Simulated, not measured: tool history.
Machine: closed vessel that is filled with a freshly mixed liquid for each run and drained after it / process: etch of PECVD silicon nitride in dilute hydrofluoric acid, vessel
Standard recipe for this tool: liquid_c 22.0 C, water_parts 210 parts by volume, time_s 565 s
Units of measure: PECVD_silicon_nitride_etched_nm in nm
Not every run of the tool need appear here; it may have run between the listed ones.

| run | hour | liquid_c | water_parts | time_s | wafers since the last listed run | hours since the thermometer was replaced | hours since the hydrofluoric acid flow meter was replaced | hours since the gauge calibration | read-back film thickness of the PECVD silicon nitride reference wafer, read on the same gauge (nm) | PECVD_silicon_nitride_etched_nm |
|---|---|---|---|---|---|---|---|---|---|---|
| 1 | 0.0 | 22.0 | 210 | 565 | 0 | 1438.1 | 965.7 | 290.2 | 130.05 | 6.30 |
| 2 | 13.5 | 22.0 | 210 | 565 | 616 | 1451.6 | 979.2 | 303.7 | 129.97 | 6.36 |
| 3 | 58.5 | 22.0 | 210 | 565 | 2054 | 1496.6 | 1024.2 | 348.7 | 129.96 | 6.29 |
| 4 | 67.6 | 22.0 | 210 | 565 | 415 | 1505.7 | 1033.3 | 357.8 | 129.98 | 6.32 |
| 5 | 76.3 | 22.0 | 210 | 565 | 397 | 1514.4 | 1042.0 | 366.5 | 130.03 | 6.25 |
| 6 | 88.0 | 22.0 | 210 | 455 | 534 | 1526.1 | 1053.7 | 378.2 | 130.04 | 5.05 |
| 7 | 97.8 | 22.0 | 210 | 455 | 447 | 1535.9 | 1063.5 | 388.0 | 129.98 | 5.06 |
| 8 | 108.7 | 22.0 | 210 | 455 | 497 | 1546.8 | 1074.4 | 398.9 | 130.04 | 5.07 |
| 9 | 120.2 | 22.0 | 210 | 390 | 524 | 1558.3 | 1085.9 | 410.4 | 130.02 | 4.31 |
| 10 | 133.2 | 22.0 | 210 | 565 | 593 | 1571.3 | 1098.9 | 423.4 | 129.98 | 6.21 |
| 11 | 143.3 | 22.0 | 210 | 565 | 461 | 1581.4 | 1109.0 | 433.5 | 130.00 | 6.31 |
|  | 143.8 | gauge calibrated |
| 12 | 152.2 | 22.0 | 210 | 565 | 406 | 1590.3 | 1117.9 | 8.4 | 130.03 | 6.29 |
| 13 | 163.4 | 23.5 | 245 | 565 | 511 | 1601.5 | 1129.1 | 19.6 | 129.98 | 5.95 |
|  | 199.4 | thermometer replaced |
| 14 | 200.7 | 20.0 | 125 | 565 | 1656 | 1.3 | 1166.4 | 56.9 | 130.01 | 9.10 |
| 15 | 210.5 | 22.0 | 210 | 565 | 447 | 11.1 | 1176.2 | 66.7 | 129.93 | 6.15 |
|  | 215.8 | hydrofluoric acid flow meter replaced |
| 16 | 226.1 | 26.5 | 300 | 755 | 666 | 26.7 | 10.3 | 82.3 | 130.04 | 8.70 |
| 17 | 243.0 | 19.0 | 150 | 565 | 771 | 43.6 | 27.2 | 99.2 | 129.98 | 8.07 |
| 18 | 253.2 | 18.0 | 140 | 460 | 465 | 53.8 | 37.4 | 109.4 | 130.03 | 6.51 |
| 19 | 271.1 | 27.0 | 210 | 880 | 817 | 71.7 | 55.3 | 127.3 | 130.01 | 14.93 |
| 20 | 278.8 | 24.0 | 150 | 565 | 351 | 79.4 | 63.0 | 135.0 | 130.06 | 11.21 |
| 21 | 286.4 | 22.0 | 180 | 655 | 346 | 87.0 | 70.6 | 142.6 | 130.02 | 9.51 |
| 22 | 295.0 | 24.0 | 150 | 565 | 392 | 95.6 | 79.2 | 151.2 | 129.98 | 11.24 |
| 23 | 312.7 | 19.5 | 105 | 890 | 807 | 113.3 | 96.9 | 168.9 | 129.97 | 18.60 |
| 24 | 328.8 | 25.5 | 300 | 565 | 734 | 129.4 | 113.0 | 185.0 | 130.01 | 6.13 |

Predict each of these 5 candidate next runs independently; none follows another, all start after run 24:
| A | 329.6 | 22.0 | 210 | 565 | 36 | 130.2 | 113.8 | 185.8 | ? | ? |
| B | 329.6 | 22.0 | 300 | 565 | 36 | 130.2 | 113.8 | 185.8 | ? | ? |
| C | 329.6 | 22.0 | 210 | 675 | 36 | 130.2 | 113.8 | 185.8 | ? | ? |
| D | 329.6 | 20.5 | 305 | 245 | 36 | 130.2 | 113.8 | 185.8 | ? | ? |
| E | 329.6 | 22.0 | 265 | 450 | 36 | 130.2 | 113.8 | 185.8 | ? | ? |

| run | read-back film thickness of the PECVD silicon nitride reference wafer, read on the same gauge (nm) | PECVD_silicon_nitride_etched_nm |
|---|---|---|
| A | 129.96 | 6.88 |
| B | 129.96 | 4.86 |
| C | 129.96 | 8.23 |
| D | 129.96 | 1.89 |
| E | 129.96 | 4.37 |
Without the tool's hidden state the same runs would have given:
| run | PECVD_silicon_nitride_etched_nm |
|---|---|
| A | 6.97 |
| B | 4.92 |
| C | 8.33 |
| D | 1.91 |
| E | 4.42 |
